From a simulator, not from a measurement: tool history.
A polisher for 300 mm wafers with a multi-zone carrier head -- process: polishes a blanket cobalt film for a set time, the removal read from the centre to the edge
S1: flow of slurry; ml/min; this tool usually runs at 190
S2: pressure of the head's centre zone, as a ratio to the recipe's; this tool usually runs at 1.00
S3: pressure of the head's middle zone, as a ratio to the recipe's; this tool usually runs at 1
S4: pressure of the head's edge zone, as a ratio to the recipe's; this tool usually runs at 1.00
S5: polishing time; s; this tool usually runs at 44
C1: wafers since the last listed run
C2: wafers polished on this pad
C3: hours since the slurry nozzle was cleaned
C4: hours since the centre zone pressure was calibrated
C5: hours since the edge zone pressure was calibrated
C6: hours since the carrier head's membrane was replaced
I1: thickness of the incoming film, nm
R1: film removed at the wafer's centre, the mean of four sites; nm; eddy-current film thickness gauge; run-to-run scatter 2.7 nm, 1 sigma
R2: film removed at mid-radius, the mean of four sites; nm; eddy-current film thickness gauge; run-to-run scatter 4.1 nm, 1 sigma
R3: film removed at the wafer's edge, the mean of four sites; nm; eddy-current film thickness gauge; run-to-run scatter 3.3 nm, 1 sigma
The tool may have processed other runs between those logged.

Run 1, hour 0.0: usual settings; C1 0; C2 7; C3 529.3; C4 420.3; C5 178.0; C6 1024.0; I1 821.1. Result: R1 275.1 nm, R2 285.4 nm, R3 288.3 nm.
Run 2, hour 64.5: usual settings; C1 902; C2 909; C3 593.8; C4 484.8; C5 242.5; C6 1088.5; I1 826.3. Result: R1 268.0 nm, R2 294.0 nm, R3 284.3 nm.
Run 3, hour 129.1: usual settings; C1 903; C2 1813; C3 658.4; C4 549.4; C5 307.1; C6 1153.1; I1 826.3. Result: R1 269.3 nm, R2 285.7 nm, R3 286.8 nm.
At hour 137.3: slurry nozzle cleaned.
At hour 152.9: centre zone pressure recalibrated.
Run 4, hour 168.6: usual settings but S5 38 s; C1 510; C2 2324; C3 31.3; C4 15.7; C5 346.6; C6 1192.6; I1 815.8. Result: R1 218.3 nm, R2 245.6 nm, R3 248.6 nm.
At hour 197.2: edge zone pressure recalibrated.
Run 5, hour 237.1: usual settings but S5 38 s; C1 930; C2 3255; C3 99.8; C4 84.2; C5 39.9; C6 1261.1; I1 838.5. Result: R1 213.7 nm, R2 252.0 nm, R3 245.7 nm.
At hour 274.9: worn pad replaced by a new one.
Run 6, hour 288.7: usual settings; C1 666; C2 193; C3 151.4; C4 135.8; C5 91.5; C6 1312.7; I1 821.8. Result: R1 251.5 nm, R2 290.9 nm, R3 290.2 nm.
At hour 329.2: centre zone pressure recalibrated, repeated, since the last time left the tool worse.
Run 7, hour 347.5: usual settings; C1 794; C2 988; C3 210.2; C4 18.3; C5 150.3; C6 1371.5; I1 828.4. Result: R1 288.2 nm, R2 298.0 nm, R3 285.3 nm.
Run 8, hour 399.0: usual settings but S2 1.08; C1 720; C2 1708; C3 261.7; C4 69.8; C5 201.8; C6 1423.0; I1 831.9. Result: R1 304.5 nm, R2 288.8 nm, R3 290.9 nm.
Run 9, hour 432.4: usual settings but S1 245 ml/min, S4 0.90; C1 467; C2 2176; C3 295.1; C4 103.2; C5 235.2; C6 1456.4; I1 821.3. Result: R1 294.3 nm, R2 296.9 nm, R3 280.6 nm.
Run 10, hour 501.0: usual settings but S1 255 ml/min; C1 959; C2 3136; C3 363.7; C4 171.8; C5 303.8; C6 1525.0; I1 831.8. Result: R1 291.1 nm, R2 302.4 nm, R3 297.4 nm.
Run 11, hour 528.7: usual settings; C1 387; C2 3523; C3 391.4; C4 199.5; C5 331.5; C6 1552.7; I1 815.6. Result: R1 288.6 nm, R2 293.1 nm, R3 288.9 nm.

What does the tool deliver on the next run?
At hour 541.6: edge zone pressure recalibrated.
At hour 570.2: worn pad replaced by a new one.
Run 12, hour 584.3: usual settings but S4 1.06, S5 39 s; C1 694; C2 196; C3 447.0; C4 255.1; C5 42.7; C6 1608.3; I1 847.3. Result: R1 ?, R2 ?, R3 ?.

Run 12 yielded R1 251.6 nm, R2 260.1 nm, R3 266.7 nm.
Were there no unlogged condition in the tool, this run, its random variation unchanged, would have produced R1 257.5 nm, R2 260.1 nm, R3 266.7 nm.

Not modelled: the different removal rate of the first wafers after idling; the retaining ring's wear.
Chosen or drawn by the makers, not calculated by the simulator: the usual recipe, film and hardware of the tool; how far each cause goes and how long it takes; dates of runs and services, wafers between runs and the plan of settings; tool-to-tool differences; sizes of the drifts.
